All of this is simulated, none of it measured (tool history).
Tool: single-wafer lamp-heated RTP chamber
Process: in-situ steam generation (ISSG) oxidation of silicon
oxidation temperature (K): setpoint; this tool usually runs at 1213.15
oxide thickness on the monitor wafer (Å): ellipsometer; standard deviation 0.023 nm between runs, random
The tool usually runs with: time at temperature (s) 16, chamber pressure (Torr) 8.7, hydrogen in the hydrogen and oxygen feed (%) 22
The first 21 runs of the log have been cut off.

run    hour  oxidation temperature (K)  time at temperature (s)  chamber pressure (Torr)  hydrogen in the hydrogen and oxygen feed (%)  wafers since the last listed run  wafers since the last pyrometer calibration  hours since the pressure gauge was zeroed  hours since the hydrogen flow controller was replaced  hours since the gauge calibration  read-back reference wafer on the same gauge, thickness  oxide thickness on the monitor wafer (Å)
 22  1002.4                    1206.15                       16                      8.7                                            22                               321                                         2904                                      466.9                                                   59.3                              144.4                                                    3.42                                     42.43
 23  1030.7                    1196.15                       20                      8.7                                            22                               190                                         3095                                      495.2                                                   87.6                              172.7                                                   3.409                                     44.38
 24  1082.8                    1213.15                       20                      7.7                                            22                               350                                         3445                                      547.3                                                  139.7                              224.8                                                   3.411                                     46.66
 25  1125.8                    1202.15                       12                      8.7                                            27                               289                                         3735                                      590.3                                                  182.7                              267.8                                                    3.41                                     39.38
 26  1185.9                    1230.15                       16                      9.9                                            17                               404                                         4139                                      650.4                                                  242.8                              327.9                                                   3.411                                     41.86
 27  1221.2                    1213.15                       16                      9.4                                            26                               237                                         4377                                      685.7                                                  278.1                              363.2                                                   3.411                                      43.9
 28  1262.6                    1213.15                       16                      8.7                                            28                               278                                         4655                                      727.1                                                  319.5                              404.6                                                   3.405                                     45.68
 29  1305.3                    1213.15                       12                      8.7                                            22                               287                                         4943                                      769.8                                                  362.2                              447.3                                                   3.413                                     38.51
 30    1336                    1213.15                       16                      8.7                                            17                               206                                         5149                                      800.5                                                  392.9                                478                                                   3.403                                     40.83
 31  1401.1                    1231.15                       16                      8.3                                            22                               438                                         5588                                      865.6                                                    458                              543.1                                                   3.414                                     45.75

Each row is a separate what-if for the run after 31, all from the same tool condition, not one after another. Results?
  A  1401.5                    1213.15                       20                      8.7                                            22                                 2                                         5590                                        866                                                  458.4                              543.5                                                       ?                                         ?
  B  1401.5                    1228.15                       13                     10.1                                            22                                 2                                         5590                                        866                                                  458.4                              543.5                                                       ?                                         ?
  C  1401.5                    1231.15                       13                     10.1                                            30                                 2                                         5590                                        866                                                  458.4                              543.5                                                       ?                                         ?
  D  1401.5                    1213.15                       22                      9.9                                            13                                 2                                         5590                                        866                                                  458.4                              543.5                                                       ?                                         ?

run  read-back reference wafer on the same gauge, thickness  oxide thickness on the monitor wafer (Å)
  A                                                   3.411                                     47.05
  B                                                   3.411                                     40.51
  C                                                   3.411                                     43.87
  D                                                   3.411                                     43.23
What these runs would have given with no unlogged condition in the tool:
run  oxide thickness on the monitor wafer (Å)
  A                                        46
  B                                     39.67
  C                                     42.94
  D                                     42.25
